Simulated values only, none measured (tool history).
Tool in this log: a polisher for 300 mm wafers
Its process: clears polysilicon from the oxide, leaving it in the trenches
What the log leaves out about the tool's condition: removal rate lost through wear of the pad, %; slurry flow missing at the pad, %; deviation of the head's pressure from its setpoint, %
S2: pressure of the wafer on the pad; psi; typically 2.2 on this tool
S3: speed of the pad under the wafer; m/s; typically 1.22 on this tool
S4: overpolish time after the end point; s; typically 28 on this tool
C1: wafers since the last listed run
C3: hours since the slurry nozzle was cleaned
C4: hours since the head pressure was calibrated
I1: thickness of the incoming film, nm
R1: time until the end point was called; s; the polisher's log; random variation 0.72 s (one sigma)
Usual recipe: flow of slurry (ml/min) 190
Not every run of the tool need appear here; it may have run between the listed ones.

run 1 hour=0.0 | flow_of_slurry_(ml/min)=190 S2=2.2 S3=1.22 S4=28 | C1=0 wafers_polished_on_this_pad=1384 C3=628.7 C4=360.6 | I1=689.8 | R1=56.1
run 2 hour=62.5 | flow_of_slurry_(ml/min)=190 S2=2.2 S3=1.22 S4=28 | C1=714 wafers_polished_on_this_pad=2099 C3=691.2 C4=423.1 | I1=680.6 | R1=56.4
run 3 hour=102.7 | flow_of_slurry_(ml/min)=190 S2=2.2 S3=1.22 S4=28 | C1=459 wafers_polished_on_this_pad=2558 C3=731.4 C4=463.3 | I1=685.0 | R1=56.0
-- hour=132.8 slurry nozzle cleaned
-- hour=169.1 worn pad replaced by a new one
run 4 hour=174.4 | flow_of_slurry_(ml/min)=190 S2=2.2 S3=1.22 S4=28 | C1=762 wafers_polished_on_this_pad=60 C3=41.6 C4=535.0 | I1=685.5 | R1=56.2
run 5 hour=236.3 | flow_of_slurry_(ml/min)=190 S2=2.2 S3=1.22 S4=28 | C1=707 wafers_polished_on_this_pad=768 C3=103.5 C4=596.9 | I1=687.9 | R1=55.4
run 6 hour=293.8 | flow_of_slurry_(ml/min)=190 S2=2.2 S3=1.22 S4=28 | C1=657 wafers_polished_on_this_pad=1425 C3=161.0 C4=654.4 | I1=695.4 | R1=57.1
run 7 hour=355.6 | flow_of_slurry_(ml/min)=190 S2=2.2 S3=1.22 S4=28 | C1=706 wafers_polished_on_this_pad=2131 C3=222.8 C4=716.2 | I1=704.5 | R1=57.8
run 8 hour=413.4 | flow_of_slurry_(ml/min)=190 S2=2.2 S3=1.22 S4=28 | C1=660 wafers_polished_on_this_pad=2791 C3=280.6 C4=774.0 | I1=687.7 | R1=54.9
-- hour=420.9 worn pad replaced by a new one
run 9 hour=446.6 | flow_of_slurry_(ml/min)=190 S2=2.2 S3=1.22 S4=28 | C1=333 wafers_polished_on_this_pad=294 C3=313.8 C4=807.2 | I1=679.8 | R1=54.7
run 10 hour=502.7 | flow_of_slurry_(ml/min)=190 S2=2.2 S3=1.22 S4=28 | C1=641 wafers_polished_on_this_pad=935 C3=369.9 C4=863.3 | I1=681.9 | R1=55.7
run 11 hour=563.5 | flow_of_slurry_(ml/min)=190 S2=2.2 S3=1.22 S4=28 | C1=694 wafers_polished_on_this_pad=1629 C3=430.7 C4=924.1 | I1=698.6 | R1=56.2
run 12 hour=599.1 | flow_of_slurry_(ml/min)=190 S2=2.6 S3=1.46 S4=28 | C1=406 wafers_polished_on_this_pad=2036 C3=466.3 C4=959.7 | I1=692.6 | R1=39.3
run 13 hour=666.8 | flow_of_slurry_(ml/min)=190 S2=2.6 S3=1.46 S4=28 | C1=773 wafers_polished_on_this_pad=2810 C3=534.0 C4=1027.4 | I1=685.6 | R1=39.1
-- hour=693.0 worn pad replaced by a new one
run 14 hour=694.8 | flow_of_slurry_(ml/min)=190 S2=2.6 S3=1.46 S4=28 | C1=274 wafers_polished_on_this_pad=20 C3=562.0 C4=1055.4 | I1=691.4 | R1=39.5
run 15 hour=753.9 | flow_of_slurry_(ml/min)=220 S2=2.2 S3=1.46 S4=35 | C1=675 wafers_polished_on_this_pad=695 C3=621.1 C4=1114.5 | I1=687.7 | R1=45.7
-- hour=797.3 slurry nozzle cleaned
-- hour=805.9 head pressure recalibrated
run 16 hour=819.8 | flow_of_slurry_(ml/min)=245 S2=1.5 S3=1.62 S4=23 | C1=718 wafers_polished_on_this_pad=1414 C3=22.5 C4=13.9 | I1=690.5 | R1=60.1
run 17 hour=880.6 | flow_of_slurry_(ml/min)=190 S2=1.7 S3=1.22 S4=33 | C1=694 wafers_polished_on_this_pad=2109 C3=83.3 C4=74.7 | I1=686.2 | R1=71.4
run 18 hour=926.7 | flow_of_slurry_(ml/min)=190 S2=2.2 S3=1.22 S4=28 | C1=526 wafers_polished_on_this_pad=2636 C3=129.4 C4=120.8 | I1=700.1 | R1=56.3

For run 19, what comes out?
run 19 hour=978.8 | flow_of_slurry_(ml/min)=250 S2=2.2 S3=1.22 S4=28 | C1=595 wafers_polished_on_this_pad=3231 C3=181.5 C4=172.9 | I1=701.1 | R1=?

R1: 56.4 s
Were there no unlogged condition in the tool, this run, its random variation unchanged, would have produced R1 56.4 s.
